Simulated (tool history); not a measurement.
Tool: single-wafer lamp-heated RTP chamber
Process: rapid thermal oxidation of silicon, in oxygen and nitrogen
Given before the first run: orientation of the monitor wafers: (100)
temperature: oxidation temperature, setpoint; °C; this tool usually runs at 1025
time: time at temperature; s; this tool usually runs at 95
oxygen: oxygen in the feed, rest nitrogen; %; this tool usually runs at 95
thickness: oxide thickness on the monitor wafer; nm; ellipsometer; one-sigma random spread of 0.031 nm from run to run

run	hour	temperature	time	oxygen	wafers since the last listed run	wafers since the last pyrometer calibration	hours since the oxygen flow controller was replaced	hours since the gauge calibration	read-back reference wafer on the same gauge, thickness	thickness
1	0	1025	95	95	0	4790	1179.1	1528.1	9.705	8.792
2	52.6	1025	95	95	461	5252	1231.7	1580.7	9.702	8.736
3	95.1	1025	95	95	372	5624	1274.2	1623.2	9.707	8.742
# hour 142.4: pyrometer window cleaned and pyrometer calibrated
4	142.9	1025	95	95	349	4	1322	1671	9.697	8.753
5	239.3	1025	95	95	845	849	1418.4	1767.4	9.685	8.721
6	287.2	1025	95	95	420	1270	1466.3	1815.3	9.685	8.733
7	375	1025	95	95	769	2040	1554.1	1903.1	9.68	8.725
8	433.7	1043	123	95	514	2554	1612.8	1961.8	9.679	11.118
9	538.1	1025	95	72	915	3470	1717.2	2066.2	9.663	7.9
10	574.3	1025	95	95	317	3787	1753.4	2102.4	9.665	8.735
11	676.6	1025	95	95	897	4685	1855.7	2204.7	9.66	8.75
# hour 760.2: pyrometer window cleaned and pyrometer calibrated
12	778.2	1025	95	95	820	157	1957.3	2306.3	9.643	8.695
13	833.3	1025	95	95	483	640	2012.4	2361.4	9.65	8.699
14	962.3	1025	95	95	1131	1771	2141.4	2490.4	9.644	8.68
15	1005.4	1025	75	95	377	2149	2184.5	2533.5	9.639	7.832
16	1057.4	1025	75	95	456	2605	2236.5	2585.5	9.627	7.84
17	1141.6	1035	82	95	738	3344	2320.7	2669.7	9.642	8.75
18	1192.6	1025	59	98	447	3791	2371.7	2720.7	9.639	7.071
19	1254	1025	95	95	538	4330	2433.1	2782.1	9.631	8.668
20	1355.5	1025	95	95	890	5220	2534.6	2883.6	9.622	8.638
21	1426.9	1009	95	95	626	5846	2606	2955	9.629	7.748
# hour 1462.3: pyrometer window cleaned and pyrometer calibrated
22	1491.8	1025	95	95	499	258	2670.9	3019.9	9.618	8.62
23	1564.1	996	95	68	634	893	2743.2	3092.2	9.621	6.222
24	1670.2	1047	95	95	930	1823	2849.3	3198.3	9.619	10.155
# hour 1714.6: oxygen flow controller replaced
25	1753.7	1025	95	95	662	2485	39.1	3281.8	9.613	8.676
26	1806.5	1013	95	95	463	2948	91.9	3334.6	9.606	7.943
27	1889.9	1035	95	95	731	3680	175.3	3418	9.612	9.304
28	1937	1005	50	95	413	4093	222.4	3465.1	9.606	5.595
29	2043.9	1025	95	98	937	5030	329.3	3572	9.596	8.751
# hour 2092.2: pyrometer window cleaned and pyrometer calibrated
30	2140.9	1035	70	85	780	427	426.3	3669	9.607	7.747
31	2212.7	1025	139	95	629	1056	498.1	3740.8	9.6	10.302
# hour 2239: gauge calibrated
32	2474.2	1025	95	95	2293	3350	759.6	235.2	9.87	8.921
33	2580.5	1025	95	95	932	4282	865.9	341.5	9.844	8.908
34	2667	1044	116	73	758	5041	952.4	428	9.822	10.067
35	2754.4	1025	95	95	766	5807	1039.8	515.4	9.801	8.821
# hour 2819.6: pyrometer window cleaned and pyrometer calibrated
36	2820.1	1012	95	95	506	4	1105.5	581.1	9.787	7.985
37	3088.8	1025	133	95	2356	2361	1374.2	849.8	9.746	10.187

Hidden state or all else? Some run-to-run changes of thickness, split into what the settings, what came in and random variation would give without the hidden state, and what is left for the hidden state (with any gauge scatter that isn't in both results):
Unlogged tool condition in this case: true wafer temperature minus pyrometer reading, K; deviation of the oxygen flow from its setpoint, %; gauge reads high (%).
Run 8 -> 9: temperature 1043 -> 1025, time 123 -> 95, oxygen 95 -> 72. thickness -3.218 nm: hidden state +0.086, all else -3.304.
Run 23 -> 24: temperature 996 -> 1047, oxygen 68 -> 95. thickness +3.933 nm: hidden state -0.139, all else +4.072.
Run 27 -> 28: temperature 1035 -> 1005, time 95 -> 50. thickness -3.709 nm: hidden state +0.13, all else -3.839.
Run 31 -> 32: time 139 -> 95, gauge calibrated. thickness -1.381 nm: hidden state +0.302, all else -1.683.

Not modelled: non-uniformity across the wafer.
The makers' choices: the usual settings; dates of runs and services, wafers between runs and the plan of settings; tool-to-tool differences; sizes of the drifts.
